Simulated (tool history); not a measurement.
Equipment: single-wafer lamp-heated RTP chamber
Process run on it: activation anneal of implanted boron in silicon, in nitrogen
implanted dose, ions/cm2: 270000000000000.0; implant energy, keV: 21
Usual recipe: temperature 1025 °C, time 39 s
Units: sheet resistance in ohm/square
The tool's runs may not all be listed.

run	hour	temperature	time	wafers since the last listed run	wafers since the last pyrometer calibration	wafers since the reflector plate was cleaned	hours since the gauge calibration	read-back reference wafer on the same gauge, sheet resistance	sheet resistance
1	0.0	1025	39	0	2557	8041	196.5	287.98	351.10
2	29.7	1040	32	270	2827	8311	226.2	287.96	349.56
3	54.9	1040	32	229	3057	8541	251.4	287.92	350.37
4	85.6	1025	39	279	3336	8820	282.1	287.98	352.18
5	116.6	1025	39	282	3618	9102	313.1	288.01	351.77
6	139.5	1025	51	208	3826	9310	336.0	287.92	350.79
7	172.2	1025	51	297	4124	9608	368.7	287.98	350.60
8	196.1	1025	51	217	4341	9825	392.6	288.04	350.19
# hour 222.6: gauge calibrated
9	229.2	1000	33	301	4642	10126	6.6	288.02	355.98
# hour 261.1: reflector plate cleaned
10	261.6	1000	33	221	4864	4	39.0	287.99	356.34

Estimate the outcome of run 11 from the log above:
# hour 275.7: pyrometer window cleaned and pyrometer calibrated
11	279.1	1025	52	86	30	90	56.5	?	?

Logged for run 11: read-back reference wafer on the same gauge, sheet resistance 288.02, sheet resistance 350.76 ohm/square.
Had the tool carried no hidden state, the very same run would have given sheet resistance 350.76 ohm/square.
